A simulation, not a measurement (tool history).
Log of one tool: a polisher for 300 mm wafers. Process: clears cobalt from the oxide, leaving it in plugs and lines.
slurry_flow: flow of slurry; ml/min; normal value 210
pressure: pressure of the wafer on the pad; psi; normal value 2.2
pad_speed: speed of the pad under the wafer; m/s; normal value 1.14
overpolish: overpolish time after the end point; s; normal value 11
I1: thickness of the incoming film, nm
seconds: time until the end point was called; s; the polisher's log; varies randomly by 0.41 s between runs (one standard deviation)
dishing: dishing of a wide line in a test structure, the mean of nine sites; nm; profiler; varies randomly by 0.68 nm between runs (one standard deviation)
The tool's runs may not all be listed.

run 1 day=0.000 | slurry_flow=210 pressure=2.2 pad_speed=1.14 overpolish=11 | I1=274.3 | seconds=48.7 dishing=34.8
run 2 day=3.375 | slurry_flow=210 pressure=2.2 pad_speed=1.26 overpolish=11 | I1=280.1 | seconds=45.8 dishing=36.0
-- day=5.242 slurry nozzle cleaned
run 3 day=6.246 | slurry_flow=210 pressure=2.2 pad_speed=1.26 overpolish=11 | I1=281.9 | seconds=45.6 dishing=37.2
run 4 day=9.317 | slurry_flow=210 pressure=2.5 pad_speed=1.14 overpolish=12 | I1=277.0 | seconds=45.4 dishing=39.5
-- day=10.554 head pressure recalibrated
-- day=11.783 worn pad replaced by a new one
run 5 day=13.212 | slurry_flow=190 pressure=2.2 pad_speed=1.14 overpolish=11 | I1=278.2 | seconds=49.9 dishing=36.3
run 6 day=17.238 | slurry_flow=265 pressure=2.2 pad_speed=1.14 overpolish=11 | I1=281.0 | seconds=48.3 dishing=36.5
run 7 day=19.717 | slurry_flow=255 pressure=2.2 pad_speed=1.02 overpolish=11 | I1=279.7 | seconds=53.2 dishing=34.2
run 8 day=24.146 | slurry_flow=255 pressure=2.2 pad_speed=1.02 overpolish=11 | I1=275.7 | seconds=52.5 dishing=34.5
run 9 day=26.396 | slurry_flow=210 pressure=2.8 pad_speed=0.84 overpolish=11 | I1=280.8 | seconds=53.9 dishing=34.3
run 10 day=29.767 | slurry_flow=210 pressure=2.8 pad_speed=0.84 overpolish=11 | I1=280.3 | seconds=53.9 dishing=34.2
run 11 day=32.138 | slurry_flow=210 pressure=2.6 pad_speed=0.94 overpolish=11 | I1=279.8 | seconds=51.8 dishing=34.7
run 12 day=35.550 | slurry_flow=210 pressure=1.9 pad_speed=1.14 overpolish=11 | I1=283.0 | seconds=57.5 dishing=32.6
-- day=35.812 slurry nozzle cleaned
run 13 day=38.362 | slurry_flow=260 pressure=1.5 pad_speed=1.14 overpolish=11 | I1=278.1 | seconds=69.7 dishing=28.1
run 14 day=40.604 | slurry_flow=210 pressure=2.2 pad_speed=1.14 overpolish=11 | I1=277.3 | seconds=51.0 dishing=34.0
-- day=40.962 worn pad replaced by a new one
run 15 day=43.829 | slurry_flow=180 pressure=3.0 pad_speed=1.42 overpolish=16 | I1=277.7 | seconds=29.8 dishing=51.0
run 16 day=46.071 | slurry_flow=210 pressure=2.2 pad_speed=0.90 overpolish=6 | I1=275.4 | seconds=60.7 dishing=20.9
run 17 day=49.771 | slurry_flow=210 pressure=2.2 pad_speed=1.14 overpolish=11 | I1=284.0 | seconds=49.4 dishing=36.7
run 18 day=53.067 | slurry_flow=260 pressure=2.7 pad_speed=1.14 overpolish=11 | I1=277.9 | seconds=39.4 dishing=40.2
run 19 day=55.504 | slurry_flow=210 pressure=2.2 pad_speed=1.38 overpolish=11 | I1=275.8 | seconds=39.9 dishing=39.8
run 20 day=59.454 | slurry_flow=210 pressure=2.8 pad_speed=0.84 overpolish=11 | I1=283.4 | seconds=54.7 dishing=33.0
run 21 day=63.042 | slurry_flow=210 pressure=2.2 pad_speed=1.00 overpolish=17 | I1=280.4 | seconds=57.4 dishing=40.4
run 22 day=65.079 | slurry_flow=160 pressure=1.6 pad_speed=1.14 overpolish=9 | I1=278.5 | seconds=70.6 dishing=25.0
run 23 day=69.175 | slurry_flow=240 pressure=1.4 pad_speed=0.92 overpolish=14 | I1=283.4 | seconds=94.3 dishing=28.4
run 24 day=71.708 | slurry_flow=155 pressure=2.2 pad_speed=1.14 overpolish=11 | I1=278.1 | seconds=54.2 dishing=35.3
-- day=72.354 slurry nozzle cleaned
-- day=73.871 worn pad replaced by a new one
run 25 day=74.992 | slurry_flow=145 pressure=3.0 pad_speed=0.88 overpolish=13 | I1=280.7 | seconds=51.3 dishing=38.8
-- day=76.017 head pressure recalibrated
run 26 day=78.588 | slurry_flow=235 pressure=2.4 pad_speed=1.14 overpolish=11 | I1=278.8 | seconds=44.5 dishing=38.2
run 27 day=89.171 | slurry_flow=150 pressure=2.9 pad_speed=1.14 overpolish=6 | I1=281.6 | seconds=41.0 dishing=27.0
run 28 day=92.788 | slurry_flow=210 pressure=2.2 pad_speed=1.48 overpolish=11 | I1=276.4 | seconds=38.1 dishing=40.5
run 29 day=100.729 | slurry_flow=210 pressure=1.8 pad_speed=1.14 overpolish=11 | I1=279.0 | seconds=60.6 dishing=29.9
run 30 day=105.138 | slurry_flow=210 pressure=2.2 pad_speed=1.14 overpolish=11 | I1=280.4 | seconds=52.0 dishing=34.2
-- day=106.829 slurry nozzle cleaned
-- day=107.504 worn pad replaced by a new one
run 31 day=107.717 | slurry_flow=210 pressure=2.4 pad_speed=1.14 overpolish=4 | I1=283.3 | seconds=46.3 dishing=18.2
run 32 day=111.162 | slurry_flow=210 pressure=2.7 pad_speed=1.14 overpolish=8 | I1=281.4 | seconds=41.1 dishing=32.2
run 33 day=113.212 | slurry_flow=210 pressure=2.2 pad_speed=1.14 overpolish=18 | I1=286.0 | seconds=50.0 dishing=44.5
run 34 day=116.554 | slurry_flow=210 pressure=2.2 pad_speed=1.14 overpolish=11 | I1=277.8 | seconds=48.8 dishing=34.7
run 35 day=118.242 | slurry_flow=210 pressure=1.7 pad_speed=1.14 overpolish=8 | I1=279.8 | seconds=62.1 dishing=24.0

Some steps in seconds, run to run, broken into two amounts with sign: the step expected even without the hidden condition (settings, incoming material, random variation), and the rest, left for the hidden condition together with whatever gauge scatter is not in both the measured and the hidden-condition-free result:
The tool's hidden condition here consists of: removal rate lost through wear of the pad, %; slurry flow missing at the pad, %; deviation of the head's pressure from its setpoint, %.
Run 14 -> 15: slurry_flow 210 -> 180, pressure 2.2 -> 3.0, pad_speed 1.14 -> 1.42, overpolish 11 -> 16, worn pad replaced by a new one. seconds -21.2 s: hidden state -3.0, all else -18.2.
Run 15 -> 16: slurry_flow 180 -> 210, pressure 3.0 -> 2.2, pad_speed 1.42 -> 0.90, overpolish 16 -> 6. seconds +30.9 s: hidden state +0.2, all else +30.7.
Run 22 -> 23: slurry_flow 160 -> 240, pressure 1.6 -> 1.4, pad_speed 1.14 -> 0.92, overpolish 9 -> 14. seconds +23.7 s: hidden state +2.2, all else +21.5.
Run 23 -> 24: slurry_flow 240 -> 155, pressure 1.4 -> 2.2, pad_speed 0.92 -> 1.14, overpolish 14 -> 11. seconds -40.1 s: hidden state -1.5, all else -38.6.
Run 24 -> 25: slurry_flow 155 -> 145, pressure 2.2 -> 3.0, pad_speed 1.14 -> 0.88, overpolish 11 -> 13, slurry nozzle cleaned, worn pad replaced by a new one. seconds -2.9 s: hidden state -2.9, all else +0.0.
Run 30 -> 31: pressure 2.2 -> 2.4, overpolish 11 -> 4, slurry nozzle cleaned, worn pad replaced by a new one. seconds -5.7 s: hidden state -3.0, all else -2.7.

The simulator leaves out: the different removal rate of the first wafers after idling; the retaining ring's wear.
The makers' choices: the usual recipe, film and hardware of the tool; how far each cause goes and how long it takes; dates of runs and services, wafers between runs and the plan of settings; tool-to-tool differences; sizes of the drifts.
